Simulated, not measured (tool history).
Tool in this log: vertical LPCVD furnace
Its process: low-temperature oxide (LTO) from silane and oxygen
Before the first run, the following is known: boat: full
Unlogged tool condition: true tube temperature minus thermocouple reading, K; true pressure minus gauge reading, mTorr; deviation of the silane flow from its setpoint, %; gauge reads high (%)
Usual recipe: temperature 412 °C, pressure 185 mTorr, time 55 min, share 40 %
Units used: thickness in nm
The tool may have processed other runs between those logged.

run,hour,temperature,pressure,time,share,wafers since the last listed run,hours since the last temperature calibration,hours since the pressure gauge was zeroed,hours since the silane flow controller was replaced,hours since the gauge calibration,"read-back reference wafer on the same gauge, thickness",thickness
1,0,405,170,55,40,0,1357.2,3497.7,5798.4,243,417.13,405.74
2,10.6,412,215,55,40,123,1367.8,3508.3,5809,253.6,417.18,553.38
3,21,412,215,55,40,121,1378.2,3518.7,5819.4,264,416.86,555.48
4,35.5,412,185,55,40,169,1392.7,3533.2,5833.9,278.5,416.78,478.2
5,54.3,412,185,55,40,219,1411.5,3552,5852.7,297.3,417.21,475.41
6,108.1,412,185,55,40,629,1465.3,3605.8,5906.5,351.1,417.31,477.68
# hour 132.6: pressure gauge zeroed
# hour 153.9: silane flow controller replaced
7,154.4,412,185,55,40,11,1511.6,21.8,0.5,397.4,416.85,478.08
8,158.9,412,185,55,40,52,1516.1,26.3,5,401.9,417.25,479.66
9,163.5,412,185,55,40,53,1520.7,30.9,9.6,406.5,416.92,477.62
10,168,412,185,55,40,52,1525.2,35.4,14.1,411,417.32,474.44
11,172.6,412,185,55,40,53,1529.8,40,18.7,415.6,416.26,479.27
12,177.1,417,185,42.5,38,52,1534.3,44.5,23.2,420.1,417.22,365.41
13,193.2,412,185,55,40,188,1550.4,60.6,39.3,436.2,417.02,477.77
14,200.8,412,150,55,46,88,1558,68.2,46.9,443.8,416.76,447.73
# hour 203.1: gauge calibrated
15,225.2,412,185,49.5,37,285,1582.4,92.6,71.3,22.1,417.41,393.14
16,243.6,412,185,55,40,215,1600.8,111,89.7,40.5,416.88,477.71
17,262.5,412,185,66.5,42,221,1619.7,129.9,108.6,59.4,416.52,606.95
18,280.4,412,185,55,34,209,1637.6,147.8,126.5,77.3,416.62,394.48
19,292.3,403,155,40.5,43,139,1649.5,159.7,138.4,89.2,416.64,290.45
20,303.1,400,215,70,33,126,1660.3,170.5,149.2,100,417.62,486.37
21,331.5,412,185,55,40,332,1688.7,198.9,177.6,128.4,416.52,478.56
# hour 370.4: thermocouples replaced and temperature profile calibrated
22,370.9,412,165,55,34,180,0.5,238.3,217,167.8,417.24,336.07
23,375.5,404,220,69,46,53,5.1,242.9,221.6,172.4,416.81,734.28
24,380,412,185,55,43,52,9.6,247.4,226.1,176.9,417.4,496.85
25,419.6,407,185,55,35,463,49.2,287,265.7,216.5,416.49,370.8

Run 26 is up next; what results do you expect?
26,437.8,407,140,55,35,212,67.4,305.2,283.9,234.7,?,?

Logged for run 26: read-back reference wafer on the same gauge, thickness 417.28, thickness 280.56 nm.
Had the tool carried no hidden state, the very same run would have given thickness 279.52 nm.
